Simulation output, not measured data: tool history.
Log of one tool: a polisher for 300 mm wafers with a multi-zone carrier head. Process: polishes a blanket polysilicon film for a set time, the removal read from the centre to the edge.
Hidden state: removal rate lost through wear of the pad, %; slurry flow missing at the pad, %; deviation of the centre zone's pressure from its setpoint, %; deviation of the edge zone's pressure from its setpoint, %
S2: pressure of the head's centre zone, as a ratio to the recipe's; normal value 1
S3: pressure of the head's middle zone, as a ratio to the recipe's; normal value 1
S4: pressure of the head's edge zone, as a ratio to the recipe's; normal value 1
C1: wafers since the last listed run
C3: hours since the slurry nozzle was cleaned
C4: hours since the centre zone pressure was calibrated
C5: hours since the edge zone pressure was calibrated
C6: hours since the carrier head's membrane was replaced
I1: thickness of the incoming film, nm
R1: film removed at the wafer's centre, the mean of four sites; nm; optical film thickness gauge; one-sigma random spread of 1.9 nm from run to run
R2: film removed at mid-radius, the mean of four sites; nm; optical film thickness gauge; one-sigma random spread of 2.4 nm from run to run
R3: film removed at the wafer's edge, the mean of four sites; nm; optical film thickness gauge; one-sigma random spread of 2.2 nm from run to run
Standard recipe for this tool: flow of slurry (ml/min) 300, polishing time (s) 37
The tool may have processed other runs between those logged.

{"run": 1, "hour": 0.0, "flow of slurry (ml/min)": 300, "S2": 1, "S3": 1.06, "S4": 1, "polishing time (s)": 37, "C1": 0, "wafers polished on this pad": 773, "C3": 384.9, "C4": 88.7, "C5": 169.5, "C6": 808.2, "I1": 1612.3, "R1": 224.5, "R2": 231.6, "R3": 215.8}
{"hour": 2.6, "done": "slurry nozzle cleaned"}
{"hour": 8.2, "done": "worn pad replaced by a new one"}
{"run": 2, "hour": 15.9, "flow of slurry (ml/min)": 300, "S2": 1, "S3": 0.95, "S4": 1, "polishing time (s)": 47, "C1": 95, "wafers polished on this pad": 67, "C3": 13.3, "C4": 104.6, "C5": 185.4, "C6": 824.1, "I1": 1633.2, "R1": 303.8, "R2": 287.6, "R3": 291.9}
{"run": 3, "hour": 44.2, "flow of slurry (ml/min)": 300, "S2": 1, "S3": 0.95, "S4": 1, "polishing time (s)": 47, "C1": 248, "wafers polished on this pad": 316, "C3": 41.6, "C4": 132.9, "C5": 213.7, "C6": 852.4, "I1": 1622, "R1": 301.9, "R2": 285.1, "R3": 292.7}
{"run": 4, "hour": 79.0, "flow of slurry (ml/min)": 300, "S2": 1, "S3": 0.95, "S4": 1, "polishing time (s)": 47, "C1": 305, "wafers polished on this pad": 622, "C3": 76.4, "C4": 167.7, "C5": 248.5, "C6": 887.2, "I1": 1606.2, "R1": 294.6, "R2": 274.1, "R3": 283.7}
{"run": 5, "hour": 107.5, "flow of slurry (ml/min)": 300, "S2": 1, "S3": 1, "S4": 1, "polishing time (s)": 37, "C1": 250, "wafers polished on this pad": 872, "C3": 104.9, "C4": 196.2, "C5": 277, "C6": 915.7, "I1": 1608.2, "R1": 228.1, "R2": 219.1, "R3": 217.4}
{"hour": 124.4, "done": "worn pad replaced by a new one"}
{"run": 6, "hour": 138.8, "flow of slurry (ml/min)": 300, "S2": 1, "S3": 1, "S4": 1, "polishing time (s)": 37, "C1": 239, "wafers polished on this pad": 126, "C3": 136.2, "C4": 227.5, "C5": 308.3, "C6": 947, "I1": 1613.9, "R1": 248.2, "R2": 232.2, "R3": 230.1}
{"run": 7, "hour": 168.5, "flow of slurry (ml/min)": 260, "S2": 1, "S3": 1.05, "S4": 1, "polishing time (s)": 37, "C1": 260, "wafers polished on this pad": 386, "C3": 165.9, "C4": 257.2, "C5": 338, "C6": 976.7, "I1": 1635.3, "R1": 243, "R2": 237.1, "R3": 227.9}
{"run": 8, "hour": 202.4, "flow of slurry (ml/min)": 260, "S2": 1, "S3": 1.05, "S4": 1, "polishing time (s)": 37, "C1": 297, "wafers polished on this pad": 684, "C3": 199.8, "C4": 291.1, "C5": 371.9, "C6": 1010.6, "I1": 1588.7, "R1": 238.1, "R2": 225.3, "R3": 219}
{"hour": 224.1, "done": "worn pad replaced by a new one"}
{"run": 9, "hour": 224.6, "flow of slurry (ml/min)": 260, "S2": 1, "S3": 1.05, "S4": 1, "polishing time (s)": 37, "C1": 159, "wafers polished on this pad": 4, "C3": 222, "C4": 313.3, "C5": 394.1, "C6": 1032.8, "I1": 1613.9, "R1": 250.6, "R2": 240.9, "R3": 231}
{"hour": 241.7, "done": "centre zone pressure recalibrated"}
{"hour": 316.2, "done": "carrier head's membrane replaced by a new one"}
{"run": 10, "hour": 319.0, "flow of slurry (ml/min)": 300, "S2": 1, "S3": 1, "S4": 0.88, "polishing time (s)": 37, "C1": 767, "wafers polished on this pad": 772, "C3": 316.4, "C4": 77.3, "C5": 488.5, "C6": 2.8, "I1": 1641.2, "R1": 225.3, "R2": 217.7, "R3": 203.1}
{"hour": 325.1, "done": "worn pad replaced by a new one"}
{"hour": 331.3, "done": "edge zone pressure recalibrated"}
{"run": 11, "hour": 336.2, "flow of slurry (ml/min)": 300, "S2": 0.92, "S3": 1, "S4": 0.92, "polishing time (s)": 26, "C1": 98, "wafers polished on this pad": 80, "C3": 333.6, "C4": 94.5, "C5": 4.9, "C6": 20, "I1": 1630, "R1": 152.8, "R2": 159.9, "R3": 153.4}
{"run": 12, "hour": 358.9, "flow of slurry (ml/min)": 300, "S2": 1, "S3": 1, "S4": 1, "polishing time (s)": 37, "C1": 199, "wafers polished on this pad": 279, "C3": 356.3, "C4": 117.2, "C5": 27.6, "C6": 42.7, "I1": 1612, "R1": 235.4, "R2": 226.5, "R3": 227.6}
{"run": 13, "hour": 390.5, "flow of slurry (ml/min)": 275, "S2": 0.94, "S3": 1, "S4": 0.91, "polishing time (s)": 37, "C1": 277, "wafers polished on this pad": 557, "C3": 387.9, "C4": 148.8, "C5": 59.2, "C6": 74.3, "I1": 1634.1, "R1": 220.6, "R2": 225, "R3": 213}
{"hour": 398.6, "done": "slurry nozzle cleaned"}
{"run": 14, "hour": 411.3, "flow of slurry (ml/min)": 300, "S2": 1.07, "S3": 0.92, "S4": 1, "polishing time (s)": 37, "C1": 173, "wafers polished on this pad": 731, "C3": 12.7, "C4": 169.6, "C5": 80, "C6": 95.1, "I1": 1633.2, "R1": 244.7, "R2": 203.3, "R3": 215.5}
{"hour": 439.3, "done": "worn pad replaced by a new one"}
{"run": 15, "hour": 441.9, "flow of slurry (ml/min)": 300, "S2": 0.92, "S3": 1, "S4": 1, "polishing time (s)": 37, "C1": 233, "wafers polished on this pad": 22, "C3": 43.3, "C4": 200.2, "C5": 110.6, "C6": 125.7, "I1": 1599.1, "R1": 223.4, "R2": 232.3, "R3": 228.4}
{"run": 16, "hour": 471.7, "flow of slurry (ml/min)": 300, "S2": 1, "S3": 1, "S4": 1, "polishing time (s)": 37, "C1": 261, "wafers polished on this pad": 284, "C3": 73.1, "C4": 230, "C5": 140.4, "C6": 155.5, "I1": 1604.8, "R1": 242.9, "R2": 230.5, "R3": 226.9}
{"run": 17, "hour": 491.6, "flow of slurry (ml/min)": 400, "S2": 0.88, "S3": 0.92, "S4": 1, "polishing time (s)": 28, "C1": 174, "wafers polished on this pad": 459, "C3": 93, "C4": 249.9, "C5": 160.3, "C6": 175.4, "I1": 1636.7, "R1": 165.2, "R2": 167.5, "R3": 172.8}
{"run": 18, "hour": 519.5, "flow of slurry (ml/min)": 300, "S2": 1, "S3": 1, "S4": 1, "polishing time (s)": 25, "C1": 245, "wafers polished on this pad": 704, "C3": 120.9, "C4": 277.8, "C5": 188.2, "C6": 203.3, "I1": 1630.1, "R1": 160.3, "R2": 145.8, "R3": 146.9}
{"run": 19, "hour": 540.9, "flow of slurry (ml/min)": 300, "S2": 1, "S3": 0.88, "S4": 0.91, "polishing time (s)": 37, "C1": 187, "wafers polished on this pad": 892, "C3": 142.3, "C4": 299.2, "C5": 209.6, "C6": 224.7, "I1": 1637.6, "R1": 230.4, "R2": 195.8, "R3": 198}

3 ways to go on from here, each from the tool as it stands after run 19. What would each give?
{"run": "A", "hour": 541.3, "flow of slurry (ml/min)": 300, "S2": 1, "S3": 1, "S4": 1, "polishing time (s)": 37, "C1": 3, "wafers polished on this pad": 895, "C3": 142.7, "C4": 299.6, "C5": 210, "C6": 225.1, "I1": 1590.7, "R1": "?", "R2": "?", "R3": "?"}
{"run": "B", "hour": 541.3, "flow of slurry (ml/min)": 300, "S2": 0.92, "S3": 1, "S4": 0.88, "polishing time (s)": 24, "C1": 3, "wafers polished on this pad": 895, "C3": 142.7, "C4": 299.6, "C5": 210, "C6": 225.1, "I1": 1590.7, "R1": "?", "R2": "?", "R3": "?"}
{"run": "C", "hour": 541.3, "flow of slurry (ml/min)": 220, "S2": 1, "S3": 1, "S4": 1, "polishing time (s)": 33, "C1": 3, "wafers polished on this pad": 895, "C3": 142.7, "C4": 299.6, "C5": 210, "C6": 225.1, "I1": 1590.7, "R1": "?", "R2": "?", "R3": "?"}

run=A R1=228.5 R2=214.9 R3=212.2
run=B R1=136.4 R2=139.5 R3=129.7
run=C R1=199.3 R2=187.9 R3=186.4
Stripped of hidden state, with their random variation kept, the same runs would have yielded:
run=A R1=229.7 R2=236.5 R3=233.4
run=B R1=137 R2=153.5 R3=142.6
run=C R1=200.3 R2=206.7 R3=205

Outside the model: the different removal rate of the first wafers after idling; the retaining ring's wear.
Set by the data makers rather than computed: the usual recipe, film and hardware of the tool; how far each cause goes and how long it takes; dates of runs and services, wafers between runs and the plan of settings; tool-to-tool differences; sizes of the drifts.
